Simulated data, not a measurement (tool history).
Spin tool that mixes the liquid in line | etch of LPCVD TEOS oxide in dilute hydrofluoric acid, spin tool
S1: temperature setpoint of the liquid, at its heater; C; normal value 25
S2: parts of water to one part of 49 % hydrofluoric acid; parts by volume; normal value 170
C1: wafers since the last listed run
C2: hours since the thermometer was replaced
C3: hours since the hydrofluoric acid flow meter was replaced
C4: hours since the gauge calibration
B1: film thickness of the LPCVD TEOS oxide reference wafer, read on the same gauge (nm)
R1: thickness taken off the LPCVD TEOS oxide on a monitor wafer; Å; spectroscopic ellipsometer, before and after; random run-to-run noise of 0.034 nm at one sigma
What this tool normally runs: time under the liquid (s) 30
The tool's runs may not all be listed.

run 1 hour=0 | S1=23.5 S2=170 time_under_the_liquid_(s)=30 | C1=0 C2=2021.7 C3=443.2 C4=672.6 | B1=99.99 | R1=94
run 2 hour=38.3 | S1=23.5 S2=170 time_under_the_liquid_(s)=30 | C1=627 C2=2060 C3=481.5 C4=710.9 | B1=100.02 | R1=94.1
run 3 hour=90.2 | S1=25 S2=170 time_under_the_liquid_(s)=30 | C1=850 C2=2111.9 C3=533.4 C4=762.8 | B1=100 | R1=100.8
run 4 hour=149.7 | S1=25 S2=170 time_under_the_liquid_(s)=30 | C1=974 C2=2171.4 C3=592.9 C4=822.3 | B1=99.99 | R1=100.6
run 5 hour=211.6 | S1=25 S2=170 time_under_the_liquid_(s)=30 | C1=1013 C2=2233.3 C3=654.8 C4=884.2 | B1=99.99 | R1=100
run 6 hour=315.2 | S1=25 S2=235 time_under_the_liquid_(s)=30 | C1=1697 C2=2336.9 C3=758.4 C4=987.8 | B1=99.97 | R1=68.1
run 7 hour=374.9 | S1=25 S2=235 time_under_the_liquid_(s)=30 | C1=977 C2=2396.6 C3=818.1 C4=1047.5 | B1=100 | R1=67.9
run 8 hour=460.6 | S1=25 S2=235 time_under_the_liquid_(s)=30 | C1=1403 C2=2482.3 C3=903.8 C4=1133.2 | B1=100.01 | R1=68.3
-- hour=474.5 gauge calibrated
run 9 hour=505.3 | S1=25 S2=170 time_under_the_liquid_(s)=30 | C1=732 C2=2527 C3=948.5 C4=30.8 | B1=99.99 | R1=101.2
-- hour=553.8 thermometer replaced
run 10 hour=612.9 | S1=25 S2=210 time_under_the_liquid_(s)=30 | C1=1746 C2=59.1 C3=1056.1 C4=138.4 | B1=100.01 | R1=78.4
run 11 hour=708.4 | S1=25 S2=235 time_under_the_liquid_(s)=30 | C1=1564 C2=154.6 C3=1151.6 C4=233.9 | B1=100 | R1=68.8
run 12 hour=755.2 | S1=25 S2=110 time_under_the_liquid_(s)=45 | C1=766 C2=201.4 C3=1198.4 C4=280.7 | B1=100.02 | R1=254.6
run 13 hour=807.8 | S1=25 S2=170 time_under_the_liquid_(s)=30 | C1=861 C2=254 C3=1251 C4=333.3 | B1=99.98 | R1=101.9
-- hour=888 hydrofluoric acid flow meter replaced
run 14 hour=905.3 | S1=27 S2=105 time_under_the_liquid_(s)=50 | C1=1580 C2=351.5 C3=17.3 C4=430.8 | B1=100.01 | R1=310.2
run 15 hour=968.3 | S1=28.5 S2=105 time_under_the_liquid_(s)=45 | C1=1031 C2=414.5 C3=80.3 C4=493.8 | B1=99.99 | R1=296.8
run 16 hour=1053 | S1=25 S2=195 time_under_the_liquid_(s)=30 | C1=1387 C2=499.2 C3=165 C4=578.5 | B1=99.99 | R1=83.9
run 17 hour=1101 | S1=21 S2=170 time_under_the_liquid_(s)=40 | C1=786 C2=547.2 C3=213 C4=626.5 | B1=100.03 | R1=113.6
run 18 hour=1172.4 | S1=29.5 S2=170 time_under_the_liquid_(s)=30 | C1=1169 C2=618.6 C3=284.4 C4=697.9 | B1=100.02 | R1=117.5
run 19 hour=1261.5 | S1=27 S2=195 time_under_the_liquid_(s)=40 | C1=1459 C2=707.7 C3=373.5 C4=787 | B1=100.02 | R1=121.2
run 20 hour=1328.1 | S1=25 S2=170 time_under_the_liquid_(s)=30 | C1=1090 C2=774.3 C3=440.1 C4=853.6 | B1=100 | R1=99.9

Alternative continuations, all from the tool just after run 20; predict every row:
run A hour=1328.5 | S1=21.5 S2=170 time_under_the_liquid_(s)=30 | C1=6 C2=774.7 C3=440.5 C4=854 | B1=? | R1=?
run B hour=1328.5 | S1=25 S2=130 time_under_the_liquid_(s)=30 | C1=6 C2=774.7 C3=440.5 C4=854 | B1=? | R1=?
run C hour=1328.5 | S1=25 S2=170 time_under_the_liquid_(s)=15 | C1=6 C2=774.7 C3=440.5 C4=854 | B1=? | R1=?

run=A B1=99.99 R1=87.1
run=B B1=99.99 R1=136.3
run=C B1=99.99 R1=49.7
Had the tool no hidden state, the same runs would have come out as:
run=A R1=85.6
run=B R1=134.1
run=C R1=48.9
